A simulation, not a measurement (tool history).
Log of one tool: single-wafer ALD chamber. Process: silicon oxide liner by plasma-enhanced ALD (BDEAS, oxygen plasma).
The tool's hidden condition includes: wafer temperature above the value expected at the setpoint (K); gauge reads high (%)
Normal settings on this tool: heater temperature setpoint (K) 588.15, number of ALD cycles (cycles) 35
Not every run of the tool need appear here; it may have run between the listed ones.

| run | day | heater temperature setpoint (K) | number of ALD cycles (cycles) | wafers since the last listed run | hours since the last thermocouple change | hours since the gauge calibration | read-back reference wafer on the same gauge, thickness_nm | mean film thickness on the monitor wafer (nm) |
|---|---|---|---|---|---|---|---|---|
| 1 | 0.000 | 588.15 | 35 | 0 | 1147.6 | 1244.5 | 3.410 | 3.058 |
| 2 | 4.058 | 599.15 | 35 | 764 | 1245.0 | 1341.9 | 3.408 | 3.018 |
| 3 | 7.408 | 588.15 | 35 | 630 | 1325.4 | 1422.3 | 3.402 | 3.058 |
| 4 | 10.246 | 588.15 | 40 | 534 | 1393.5 | 1490.4 | 3.404 | 3.493 |
|  | 12.788 | thermocouple changed; heater temperature recalibrated |
| 5 | 14.133 | 588.15 | 35 | 669 | 32.3 | 1583.7 | 3.398 | 3.049 |
| 6 | 16.204 | 588.15 | 35 | 390 | 82.0 | 1633.4 | 3.397 | 3.042 |
| 7 | 22.275 | 588.15 | 35 | 1143 | 227.7 | 1779.1 | 3.390 | 3.039 |
| 8 | 26.275 | 581.15 | 35 | 753 | 323.7 | 1875.1 | 3.389 | 3.062 |
| 9 | 30.692 | 593.15 | 35 | 831 | 429.7 | 1981.1 | 3.382 | 3.017 |
| 10 | 34.096 | 593.15 | 35 | 641 | 511.4 | 2062.8 | 3.374 | 3.013 |
| 11 | 38.075 | 593.15 | 35 | 749 | 606.9 | 2158.3 | 3.372 | 3.023 |
| 12 | 40.496 | 596.15 | 38 | 455 | 665.0 | 2216.4 | 3.367 | 3.249 |
| 13 | 42.500 | 596.15 | 38 | 377 | 713.1 | 2264.5 | 3.365 | 3.247 |
| 14 | 44.562 | 596.15 | 38 | 388 | 762.6 | 2314.0 | 3.363 | 3.245 |
| 15 | 47.117 | 588.15 | 35 | 481 | 823.9 | 2375.3 | 3.358 | 3.012 |
| 16 | 51.167 | 584.15 | 35 | 762 | 921.1 | 2472.5 | 3.351 | 3.018 |
| 17 | 54.638 | 574.15 | 35 | 653 | 1004.4 | 2555.8 | 3.346 | 3.059 |
| 18 | 56.379 | 584.15 | 37 | 328 | 1046.2 | 2597.6 | 3.342 | 3.184 |
| 19 | 60.133 | 594.15 | 38 | 707 | 1136.3 | 2687.7 | 3.336 | 3.238 |
|  | 66.083 | gauge calibrated |
| 20 | 73.617 | 578.15 | 39 | 2539 | 1459.9 | 180.8 | 3.423 | 3.446 |
|  | 75.492 | thermocouple changed; heater temperature recalibrated |
| 21 | 76.425 | 588.15 | 37 | 466 | 22.4 | 248.2 | 3.422 | 3.254 |
| 22 | 78.367 | 603.15 | 35 | 365 | 69.0 | 294.8 | 3.424 | 3.009 |
| 23 | 82.938 | 600.15 | 37 | 860 | 178.7 | 404.5 | 3.421 | 3.197 |
| 24 | 92.133 | 595.15 | 40 | 1731 | 399.4 | 625.2 | 3.417 | 3.479 |
| 25 | 97.942 | 588.15 | 35 | 1093 | 538.8 | 764.6 | 3.415 | 3.057 |
| 26 | 99.496 | 581.15 | 32 | 292 | 576.1 | 801.9 | 3.416 | 2.826 |
| 27 | 103.442 | 602.15 | 35 | 743 | 670.8 | 896.6 | 3.414 | 3.007 |
| 28 | 107.817 | 582.15 | 35 | 823 | 775.8 | 1001.6 | 3.410 | 3.095 |
| 29 | 111.896 | 588.15 | 35 | 768 | 873.7 | 1099.5 | 3.406 | 3.068 |

Branching from run 29: 4 alternative next runs. What would each branch give?
| A | 111.912 | 588.15 | 29 | 3 | 874.1 | 1099.9 | ? | ? |
| B | 111.912 | 593.15 | 31 | 3 | 874.1 | 1099.9 | ? | ? |
| C | 111.912 | 602.15 | 29 | 3 | 874.1 | 1099.9 | ? | ? |
| D | 111.912 | 580.15 | 37 | 3 | 874.1 | 1099.9 | ? | ? |

| run | read-back reference wafer on the same gauge, thickness_nm | mean film thickness on the monitor wafer (nm) |
|---|---|---|
| A | 3.408 | 2.529 |
| B | 3.408 | 2.687 |
| C | 3.408 | 2.485 |
| D | 3.408 | 3.260 |
What these runs would have given with no unlogged condition in the tool:
| run | mean film thickness on the monitor wafer (nm) |
|---|---|
| A | 2.539 |
| B | 2.697 |
| C | 2.494 |
| D | 3.272 |
